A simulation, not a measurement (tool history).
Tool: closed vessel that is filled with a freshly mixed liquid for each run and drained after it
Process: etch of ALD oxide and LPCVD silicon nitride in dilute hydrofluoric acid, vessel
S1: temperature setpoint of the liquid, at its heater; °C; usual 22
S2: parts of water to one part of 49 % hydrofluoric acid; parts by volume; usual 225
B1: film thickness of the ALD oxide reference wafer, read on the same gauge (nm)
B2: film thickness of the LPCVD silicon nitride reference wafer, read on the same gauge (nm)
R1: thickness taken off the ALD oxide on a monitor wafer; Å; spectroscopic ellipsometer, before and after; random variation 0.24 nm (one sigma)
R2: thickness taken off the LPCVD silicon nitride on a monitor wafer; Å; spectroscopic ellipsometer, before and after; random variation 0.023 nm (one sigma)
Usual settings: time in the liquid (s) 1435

{"run": 1, "hour": 0.0, "S1": 22, "S2": 225, "time in the liquid (s)": 2095, "B1": 140.02, "B2": 89.985, "R1": 866.1, "R2": 44.33}
{"run": 2, "hour": 7.0, "S1": 22, "S2": 225, "time in the liquid (s)": 2095, "B1": 139.99, "B2": 90.035, "R1": 865.7, "R2": 44.68}
{"run": 3, "hour": 18.4, "S1": 19, "S2": 250, "time in the liquid (s)": 1435, "B1": 140.01, "B2": 89.956, "R1": 472.9, "R2": 22.54}
{"run": 4, "hour": 34.6, "S1": 22, "S2": 225, "time in the liquid (s)": 1435, "B1": 140.02, "B2": 90.019, "R1": 595.3, "R2": 30.68}
{"run": 5, "hour": 61.6, "S1": 18, "S2": 225, "time in the liquid (s)": 1620, "B1": 140.02, "B2": 89.999, "R1": 576.2, "R2": 26.67}
{"run": 6, "hour": 77.1, "S1": 22, "S2": 185, "time in the liquid (s)": 1435, "B1": 140.03, "B2": 89.953, "R1": 752.9, "R2": 37.39}
{"run": 7, "hour": 93.5, "S1": 22, "S2": 225, "time in the liquid (s)": 1120, "B1": 139.98, "B2": 89.953, "R1": 467.6, "R2": 24.32}
{"run": 8, "hour": 110.7, "S1": 22, "S2": 225, "time in the liquid (s)": 1970, "B1": 140.03, "B2": 90.053, "R1": 819.1, "R2": 42.04}
{"run": 9, "hour": 120.4, "S1": 22, "S2": 225, "time in the liquid (s)": 1970, "B1": 140, "B2": 89.955, "R1": 825, "R2": 42.42}
{"run": 10, "hour": 132.3, "S1": 22, "S2": 225, "time in the liquid (s)": 1970, "B1": 140.03, "B2": 89.983, "R1": 827.2, "R2": 42.65}
{"hour": 136.2, "done": "hydrofluoric acid flow meter replaced"}
{"hour": 137.4, "done": "gauge calibrated"}
{"run": 11, "hour": 142.1, "S1": 25.5, "S2": 225, "time in the liquid (s)": 590, "B1": 139.97, "B2": 89.983, "R1": 245.8, "R2": 14.08}
{"run": 12, "hour": 158.4, "S1": 26, "S2": 195, "time in the liquid (s)": 1115, "B1": 140, "B2": 90.002, "R1": 561.4, "R2": 32.06}
{"run": 13, "hour": 166.3, "S1": 22, "S2": 225, "time in the liquid (s)": 1435, "B1": 140.02, "B2": 90.044, "R1": 521.6, "R2": 27.54}
{"run": 14, "hour": 183.5, "S1": 22, "S2": 225, "time in the liquid (s)": 1435, "B1": 139.98, "B2": 89.983, "R1": 524.3, "R2": 27.57}
{"hour": 188.1, "done": "thermometer replaced"}
{"run": 15, "hour": 196.5, "S1": 18.5, "S2": 120, "time in the liquid (s)": 1825, "B1": 140.03, "B2": 89.927, "R1": 1167.3, "R2": 48.18}
{"run": 16, "hour": 206.1, "S1": 20, "S2": 310, "time in the liquid (s)": 830, "B1": 139.97, "B2": 89.973, "R1": 182.3, "R2": 9.77}
{"run": 17, "hour": 215.6, "S1": 17, "S2": 255, "time in the liquid (s)": 2150, "B1": 139.99, "B2": 90.035, "R1": 536.6, "R2": 25.26}
{"run": 18, "hour": 230.3, "S1": 22, "S2": 225, "time in the liquid (s)": 1435, "B1": 139.98, "B2": 90.022, "R1": 510.4, "R2": 26.58}
{"run": 19, "hour": 236.5, "S1": 22, "S2": 225, "time in the liquid (s)": 1435, "B1": 140, "B2": 90.026, "R1": 506.4, "R2": 26.33}
{"run": 20, "hour": 250.5, "S1": 22, "S2": 225, "time in the liquid (s)": 1200, "B1": 140, "B2": 89.949, "R1": 427.9, "R2": 21.52}
{"run": 21, "hour": 260.6, "S1": 22, "S2": 225, "time in the liquid (s)": 1435, "B1": 139.97, "B2": 89.979, "R1": 512.1, "R2": 26.51}
{"run": 22, "hour": 268.2, "S1": 22, "S2": 225, "time in the liquid (s)": 1435, "B1": 139.96, "B2": 90.006, "R1": 512.9, "R2": 25.96}
{"run": 23, "hour": 280.6, "S1": 22, "S2": 225, "time in the liquid (s)": 1435, "B1": 140, "B2": 89.955, "R1": 512.5, "R2": 26.23}
{"run": 24, "hour": 289.3, "S1": 26, "S2": 150, "time in the liquid (s)": 1850, "B1": 139.98, "B2": 90.006, "R1": 1237.9, "R2": 65.76}
{"run": 25, "hour": 297.5, "S1": 24, "S2": 225, "time in the liquid (s)": 1435, "B1": 139.99, "B2": 89.999, "R1": 553, "R2": 29.9}
{"run": 26, "hour": 305.1, "S1": 17, "S2": 225, "time in the liquid (s)": 1960, "B1": 139.99, "B2": 90, "R1": 579.6, "R2": 26.01}
{"run": 27, "hour": 320.9, "S1": 18, "S2": 275, "time in the liquid (s)": 1850, "B1": 140.02, "B2": 90.005, "R1": 442.5, "R2": 21.86}

3 ways to go on from here, each from the tool as it stands after run 27. What would each give?
{"run": "A", "hour": 321.9, "S1": 22, "S2": 120, "time in the liquid (s)": 1435, "B1": "?", "B2": "?", "R1": "?", "R2": "?"}
{"run": "B", "hour": 321.9, "S1": 24, "S2": 255, "time in the liquid (s)": 2070, "B1": "?", "B2": "?", "R1": "?", "R2": "?"}
{"run": "C", "hour": 321.9, "S1": 17.5, "S2": 140, "time in the liquid (s)": 655, "B1": "?", "B2": "?", "R1": "?", "R2": "?"}

run=A B1=140.01 B2=89.995 R1=1086.8 R2=49.36
run=B B1=140.01 B2=89.995 R1=689.1 R2=38.44
run=C B1=140.01 B2=89.995 R1=347.3 R2=14.32
Without the tool's hidden state the same runs would have given:
run=A R1=1032.7 R2=46.39
run=B R1=654.3 R2=36.21
run=C R1=329.8 R2=13.45
